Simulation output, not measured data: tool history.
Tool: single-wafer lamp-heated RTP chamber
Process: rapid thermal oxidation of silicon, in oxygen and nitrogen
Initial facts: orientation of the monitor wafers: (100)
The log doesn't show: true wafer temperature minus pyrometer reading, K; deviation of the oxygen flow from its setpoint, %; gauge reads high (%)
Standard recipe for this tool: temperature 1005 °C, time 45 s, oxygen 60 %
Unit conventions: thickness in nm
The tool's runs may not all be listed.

run	hour	temperature	time	oxygen	wafers since the last listed run	wafers since the last pyrometer calibration	hours since the oxygen flow controller was replaced	hours since the gauge calibration	read-back reference wafer on the same gauge, thickness	thickness
1	0.0	1005	29	75	0	4148	3013.3	401.8	4.868	3.866
2	13.4	1005	29	75	158	4306	3026.7	415.2	4.864	3.925
3	28.4	993	45	60	177	4483	3041.7	430.2	4.854	3.995
4	41.9	993	45	60	159	4643	3055.2	443.7	4.859	3.966
5	52.2	993	45	60	121	4764	3065.5	454.0	4.851	4.044
6	68.5	1005	45	60	192	4957	3081.8	470.3	4.856	4.338
7	80.3	1005	45	60	139	5096	3093.6	482.1	4.863	4.354
8	90.1	1005	45	60	115	5211	3103.4	491.9	4.858	4.344
9	98.2	1005	45	60	95	5307	3111.5	500.0	4.851	4.359
# hour 106.5: pyrometer window cleaned and pyrometer calibrated
10	107.4	1005	45	60	14	10	3120.7	509.2	4.858	4.223
11	121.0	1005	45	60	160	171	3134.3	522.8	4.857	4.240
# hour 137.4: oxygen flow controller replaced
12	137.9	1005	45	60	105	276	0.5	539.7	4.867	4.242
13	146.4	1005	45	60	100	376	9.0	548.2	4.863	4.281
14	163.8	1005	45	60	205	581	26.4	565.6	4.862	4.257
15	173.0	1005	45	60	108	690	35.6	574.8	4.862	4.245
16	180.9	1005	45	60	93	783	43.5	582.7	4.866	4.264
17	195.1	1014	61	60	167	951	57.7	596.9	4.866	5.199
18	221.6	1005	60	47	312	1263	84.2	623.4	4.856	4.468
19	229.9	1027	67	60	97	1361	92.5	631.7	4.866	6.015
20	244.6	1005	45	60	173	1535	107.2	646.4	4.848	4.267
# hour 244.9: gauge calibrated
21	253.0	1005	45	34	99	1634	115.6	8.1	4.860	3.542
22	267.9	1005	39	70	175	1810	130.5	23.0	4.853	4.286
23	282.2	1027	60	60	168	1979	144.8	37.3	4.863	5.746
24	294.2	981	61	49	141	2120	156.8	49.3	4.872	3.882
25	311.4	1005	45	77	202	2323	174.0	66.5	4.855	4.673
26	321.8	1034	58	68	122	2446	184.4	76.9	4.859	6.156
27	332.2	1005	45	60	122	2569	194.8	87.3	4.868	4.359
28	340.4	993	60	86	96	2665	203.0	95.5	4.856	5.067
29	357.1	1005	45	60	197	2863	219.7	112.2	4.866	4.308
30	371.3	1005	45	60	167	3030	233.9	126.4	4.865	4.322
31	390.8	981	45	68	230	3260	253.4	145.9	4.859	3.838
32	402.9	981	61	49	142	3403	265.5	158.0	4.860	3.856
33	451.0	975	61	60	567	3971	313.6	206.1	4.858	4.006
34	498.1	1005	45	60	555	4526	360.7	253.2	4.864	4.347
35	509.3	976	33	50	132	4659	371.9	264.4	4.865	3.036
36	524.5	1022	45	60	179	4838	387.1	279.6	4.860	4.883

Expected results for the next run?
37	531.5	1021	45	60	82	4921	394.1	286.6	?	?

read-back reference wafer on the same gauge, thickness: 4.863
thickness: 4.816 nm
Without the tool's hidden state the same run would have given thickness 4.673 nm.

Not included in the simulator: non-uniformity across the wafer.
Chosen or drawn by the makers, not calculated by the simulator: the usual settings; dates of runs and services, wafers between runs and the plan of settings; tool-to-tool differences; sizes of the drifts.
